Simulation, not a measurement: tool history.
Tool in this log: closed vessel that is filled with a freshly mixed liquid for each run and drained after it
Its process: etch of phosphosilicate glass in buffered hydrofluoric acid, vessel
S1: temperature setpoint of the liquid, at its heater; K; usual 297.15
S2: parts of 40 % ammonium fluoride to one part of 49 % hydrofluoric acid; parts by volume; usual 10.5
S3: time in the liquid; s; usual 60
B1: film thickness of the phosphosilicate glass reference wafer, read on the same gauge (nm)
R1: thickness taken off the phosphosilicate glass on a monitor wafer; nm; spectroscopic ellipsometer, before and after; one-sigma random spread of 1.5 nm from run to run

| run | hour | S1 | S2 | S3 | B1 | R1 |
|---|---|---|---|---|---|---|
| 1 | 0 | 297.15 | 10.5 | 60 | 59.96 | 158.51 |
| 2 | 90.2 | 297.15 | 10.5 | 60 | 60 | 157.96 |
| 3 | 174.2 | 297.15 | 10.5 | 60 | 60.03 | 157.69 |
| 4 | 222.9 | 297.15 | 10.5 | 60 | 59.98 | 158.56 |
| 5 | 317.5 | 297.15 | 10.5 | 60 | 59.98 | 156.65 |
| 6 | 395.4 | 297.15 | 10.5 | 60 | 60.02 | 155.43 |
| 7 | 466.6 | 297.15 | 10.5 | 60 | 59.99 | 155.39 |
| 8 | 544.1 | 297.15 | 11.5 | 35 | 59.98 | 83.56 |
|  | 593.3 | hydrofluoric acid flow meter replaced |
| 9 | 638.2 | 297.15 | 11.5 | 35 | 59.98 | 86.85 |
| 10 | 698.6 | 297.15 | 10.5 | 60 | 60 | 166.51 |
| 11 | 767.9 | 297.15 | 10.5 | 60 | 60 | 167.45 |
| 12 | 869.4 | 297.15 | 10.5 | 60 | 59.99 | 164.8 |
| 13 | 947.9 | 297.15 | 10.5 | 60 | 59.95 | 164.52 |
| 14 | 1013.3 | 297.15 | 10.5 | 60 | 60.03 | 161.86 |
| 15 | 1073.1 | 295.15 | 9 | 60 | 60 | 165.77 |
| 16 | 1246.7 | 297.15 | 7 | 45 | 60 | 179.39 |
| 17 | 1349.9 | 297.15 | 10.5 | 75 | 60.01 | 202.95 |
| 18 | 1393.6 | 301.15 | 12 | 30 | 60 | 87.16 |
|  | 1430.5 | thermometer replaced |
| 19 | 1499.3 | 297.15 | 9 | 85 | 59.97 | 256.77 |
| 20 | 1571.7 | 293.65 | 8 | 50 | 59.97 | 140.84 |
| 21 | 1630 | 297.15 | 10.5 | 60 | 59.98 | 162.98 |
|  | 1720.1 | gauge calibrated |
| 22 | 1723.2 | 297.15 | 10.5 | 30 | 60.01 | 80.26 |
| 23 | 1820.9 | 295.15 | 9 | 60 | 60 | 164.32 |
| 24 | 1874.9 | 301.65 | 14 | 60 | 60.04 | 153.53 |
| 25 | 1957.6 | 297.15 | 10.5 | 60 | 59.99 | 158.39 |
| 26 | 2009.3 | 297.15 | 10.5 | 60 | 60.02 | 159.87 |
| 27 | 2115.4 | 299.65 | 9 | 60 | 60 | 205.96 |
| 28 | 2196.8 | 297.15 | 11.5 | 35 | 60.01 | 85.03 |
| 29 | 2319.9 | 297.15 | 10.5 | 60 | 60.01 | 157.83 |
| 30 | 2363.4 | 293.65 | 12.5 | 30 | 59.97 | 55.06 |
| 31 | 2470.3 | 294.15 | 12 | 80 | 60.02 | 152.46 |
| 32 | 2576.9 | 297.15 | 10.5 | 60 | 59.99 | 157.44 |
| 33 | 2639.1 | 297.15 | 10.5 | 60 | 60.02 | 155.36 |

Alternative continuations, all from the tool just after run 33; predict every row:
| A | 2639.8 | 297.15 | 10.5 | 70 | ? | ? |
| B | 2639.8 | 301.65 | 12 | 75 | ? | ? |
| C | 2639.8 | 301.65 | 9 | 45 | ? | ? |

| run | B1 | R1 |
|---|---|---|
| A | 59.95 | 181.58 |
| B | 59.95 | 217.53 |
| C | 59.95 | 170.61 |
Take away the tool's hidden state, keep each run's random variation, and the runs would have read:
| run | R1 |
|---|---|
| A | 194.3 |
| B | 232.78 |
| C | 178.21 |
